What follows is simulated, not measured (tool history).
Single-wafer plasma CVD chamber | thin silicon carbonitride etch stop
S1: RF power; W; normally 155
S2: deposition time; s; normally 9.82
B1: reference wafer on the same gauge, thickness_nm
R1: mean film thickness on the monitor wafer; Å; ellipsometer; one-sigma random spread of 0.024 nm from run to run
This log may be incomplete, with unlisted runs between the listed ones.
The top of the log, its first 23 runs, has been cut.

run	hour	S1	S2	B1	R1
24	1102.8	135	11.00	4.753	49.25
# hour 1123.3: gauge calibrated
25	1136.8	155	10.42	4.761	48.71
26	1168.5	180	9.22	4.769	45.42
27	1251.8	125	9.82	4.756	42.59
# hour 1289.4: showerhead replaced
# hour 1296.4: RF generator calibrated, repeated, since the last time left the tool worse
28	1311.5	180	8.86	4.759	45.39
29	1361.4	170	8.90	4.757	44.72
30	1478.4	165	8.22	4.763	40.80
31	1543.3	145	7.93	4.773	37.42
32	1580.8	170	9.82	4.752	49.33
33	1634.5	155	9.82	4.765	47.52
34	1668.9	155	9.82	4.749	47.37
35	1731.9	140	8.96	4.762	41.75
36	1803.2	155	10.67	4.763	51.59

Below are 3 alternative next runs, each starting from the tool's condition after run 36. Predict each:
A	1803.6	155	9.82	?	?
B	1803.6	155	11.78	?	?
C	1803.6	145	10.97	?	?

run	B1	R1
A	4.761	47.00
B	4.761	56.38
C	4.761	51.27
With no hidden state in the tool, these same runs would have given:
run	R1
A	47.47
B	56.95
C	51.79

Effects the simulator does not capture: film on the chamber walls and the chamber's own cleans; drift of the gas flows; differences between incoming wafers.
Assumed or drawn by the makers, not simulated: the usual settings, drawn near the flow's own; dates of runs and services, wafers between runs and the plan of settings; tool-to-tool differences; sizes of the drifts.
